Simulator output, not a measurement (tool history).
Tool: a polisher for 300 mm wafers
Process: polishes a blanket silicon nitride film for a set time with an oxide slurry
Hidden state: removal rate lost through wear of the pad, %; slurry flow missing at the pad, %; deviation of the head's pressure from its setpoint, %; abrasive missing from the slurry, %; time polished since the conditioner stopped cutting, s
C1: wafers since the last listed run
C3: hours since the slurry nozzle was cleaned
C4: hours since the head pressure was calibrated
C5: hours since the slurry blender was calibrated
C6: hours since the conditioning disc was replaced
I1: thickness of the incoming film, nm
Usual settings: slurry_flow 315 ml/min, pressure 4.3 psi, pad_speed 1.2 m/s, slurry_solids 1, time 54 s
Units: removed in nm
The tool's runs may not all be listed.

Run 1, hour 0: usual settings but slurry_flow 245 ml/min, pad_speed 1.44 m/s; C1 0; wafers polished on this pad 1718; C3 380.6; C4 535.7; C5 564.3; C6 156; I1 452.1. Result: removed 42.8 nm.
Run 2, hour 84.2: usual settings but slurry_flow 245 ml/min, pad_speed 1.44 m/s; C1 576; wafers polished on this pad 2295; C3 464.8; C4 619.9; C5 648.5; C6 240.2; I1 443.8. Result: removed 42.5 nm.
At hour 99.4: slurry blender recalibrated.
At hour 195.6: head pressure recalibrated.
Run 3, hour 280.5: usual settings but pad_speed 1.06 m/s; C1 1317; wafers polished on this pad 3612; C3 661.1; C4 84.9; C5 181.1; C6 436.5; I1 448.7. Result: removed 34.3 nm.
At hour 305.2: slurry nozzle cleaned.
Run 4, hour 376.9: usual settings; C1 653; wafers polished on this pad 4266; C3 71.7; C4 181.3; C5 277.5; C6 532.9; I1 453.8. Result: removed 37.3 nm.
Run 5, hour 425.6: usual settings; C1 333; wafers polished on this pad 4599; C3 120.4; C4 230; C5 326.2; C6 581.6; I1 448.5. Result: removed 37.1 nm.
At hour 487.3: worn pad replaced by a new one.
At hour 488.4: conditioning disc replaced and pad reconditioned.
Run 6, hour 533.2: usual settings but pressure 5 psi, pad_speed 1 m/s, slurry_solids 0.9, time 65 s; C1 702; wafers polished on this pad 306; C3 228; C4 337.6; C5 433.8; C6 44.8; I1 456.9. Result: removed 47.3 nm.
Run 7, hour 611: usual settings but pad_speed 0.84 m/s; C1 533; wafers polished on this pad 839; C3 305.8; C4 415.4; C5 511.6; C6 122.6; I1 453.4. Result: removed 30.3 nm.
Run 8, hour 675.2: usual settings but slurry_flow 260 ml/min, pressure 5.1 psi, slurry_solids 0.7, time 68 s; C1 439; wafers polished on this pad 1279; C3 370; C4 479.6; C5 575.8; C6 186.8; I1 457. Result: removed 48.2 nm.
Run 9, hour 760.2: usual settings but slurry_flow 225 ml/min, pressure 5 psi; C1 582; wafers polished on this pad 1861; C3 455; C4 564.6; C5 660.8; C6 271.8; I1 443.5. Result: removed 42.4 nm.
Run 10, hour 800.5: usual settings but slurry_flow 245 ml/min, pad_speed 1.44 m/s; C1 276; wafers polished on this pad 2137; C3 495.3; C4 604.9; C5 701.1; C6 312.1; I1 452.8. Result: removed 41.6 nm.
At hour 833.4: slurry blender recalibrated.
Run 11, hour 886.2: usual settings but slurry_solids 1.1; C1 573; wafers polished on this pad 2711; C3 581; C4 690.6; C5 52.8; C6 397.8; I1 453.9. Result: removed 39 nm.
At hour 935: head pressure recalibrated.
Run 12, hour 979.4: usual settings; C1 624; wafers polished on this pad 3336; C3 674.2; C4 44.4; C5 146; C6 491; I1 451.9. Result: removed 36.6 nm.
Run 13, hour 1068.7: usual settings but slurry_flow 245 ml/min, pressure 5.5 psi; C1 611; wafers polished on this pad 3947; C3 763.5; C4 133.7; C5 235.3; C6 580.3; I1 449.5. Result: removed 46.2 nm.
At hour 1081.8: slurry nozzle cleaned.
Run 14, hour 1130.2: usual settings but slurry_flow 230 ml/min; C1 414; wafers polished on this pad 4362; C3 48.4; C4 195.2; C5 296.8; C6 641.8; I1 450.7. Result: removed 36.7 nm.
Run 15, hour 1232.5: usual settings but pressure 3.9 psi; C1 700; wafers polished on this pad 5063; C3 150.7; C4 297.5; C5 399.1; C6 744.1; I1 455.5. Result: removed 33.6 nm.
At hour 1290.3: worn pad replaced by a new one.
At hour 1297.3: conditioning disc replaced and pad reconditioned.
Run 16, hour 1299.8: usual settings; C1 419; wafers polished on this pad 51; C3 218; C4 364.8; C5 466.4; C6 2.5; I1 449.8. Result: removed 39.9 nm.
Run 17, hour 1350.1: usual settings but slurry_flow 280 ml/min, pressure 4.9 psi; C1 344; wafers polished on this pad 395; C3 268.3; C4 415.1; C5 516.7; C6 52.8; I1 452.8. Result: removed 44.5 nm.
Run 18, hour 1387.9: usual settings but pressure 5.1 psi, pad_speed 1.56 m/s, time 46 s; C1 258; wafers polished on this pad 654; C3 306.1; C4 452.9; C5 554.5; C6 90.6; I1 449.3. Result: removed 46.5 nm.
Run 19, hour 1425.6: usual settings but slurry_flow 420 ml/min, pressure 2.9 psi, pad_speed 0.86 m/s; C1 258; wafers polished on this pad 913; C3 343.8; C4 490.6; C5 592.2; C6 128.3; I1 443.8. Result: removed 21.3 nm.
Run 20, hour 1533.5: usual settings but slurry_flow 350 ml/min, pad_speed 1.36 m/s, time 71 s; C1 739; wafers polished on this pad 1652; C3 451.7; C4 598.5; C5 700.1; C6 236.2; I1 447. Result: removed 54.3 nm.
Run 21, hour 1621.6: usual settings but slurry_flow 370 ml/min, time 36 s; C1 603; wafers polished on this pad 2255; C3 539.8; C4 686.6; C5 788.2; C6 324.3; I1 445.2. Result: removed 25.2 nm.
At hour 1682.8: slurry blender recalibrated.
At hour 1685.4: head pressure recalibrated.
At hour 1750.5: slurry nozzle cleaned.
Run 22, hour 1785.7: usual settings; C1 1089; wafers polished on this pad 3345; C3 35.2; C4 100.3; C5 102.9; C6 488.4; I1 458. Result: removed 36.6 nm.
At hour 1932.9: worn pad replaced by a new one.
At hour 1967.7: conditioning disc replaced and pad reconditioned.
Run 23, hour 2007.3: usual settings; C1 1477; wafers polished on this pad 495; C3 256.8; C4 321.9; C5 324.5; C6 39.6; I1 453.8. Result: removed 39.3 nm.
Run 24, hour 2107.7: usual settings but pad_speed 1.62 m/s, time 65 s; C1 687; wafers polished on this pad 1183; C3 357.2; C4 422.3; C5 424.9; C6 140; I1 450.6. Result: removed 57.1 nm.
Run 25, hour 2202: usual settings but slurry_flow 425 ml/min, pressure 4.7 psi, slurry_solids 0.9; C1 646; wafers polished on this pad 1829; C3 451.5; C4 516.6; C5 519.2; C6 234.3; I1 457.9. Result: removed 40.5 nm.

Forecast each of these 4 alternatives for the next run:
Run A, hour 2202.4: usual settings but pad_speed 1.34 m/s; C1 2; wafers polished on this pad 1832; C3 451.9; C4 517; C5 519.6; C6 234.7; I1 456.8. Result: removed ?.
Run B, hour 2202.4: usual settings but slurry_solids 0.8, time 39 s; C1 2; wafers polished on this pad 1832; C3 451.9; C4 517; C5 519.6; C6 234.7; I1 456.8. Result: removed ?.
Run C, hour 2202.4: usual settings but slurry_flow 275 ml/min, pressure 4.8 psi, slurry_solids 1.15; C1 2; wafers polished on this pad 1832; C3 451.9; C4 517; C5 519.6; C6 234.7; I1 456.8. Result: removed ?.
Run D, hour 2202.4: usual settings but pressure 5 psi; C1 2; wafers polished on this pad 1832; C3 451.9; C4 517; C5 519.6; C6 234.7; I1 456.8. Result: removed ?.

run  removed
  A     41.3
  B     25.4
  C     44.4
  D     44.2
Without the tool's hidden state the same runs would have given:
run  removed
  A     44.4
  B     27.1
  C     47.7
  D     47.6

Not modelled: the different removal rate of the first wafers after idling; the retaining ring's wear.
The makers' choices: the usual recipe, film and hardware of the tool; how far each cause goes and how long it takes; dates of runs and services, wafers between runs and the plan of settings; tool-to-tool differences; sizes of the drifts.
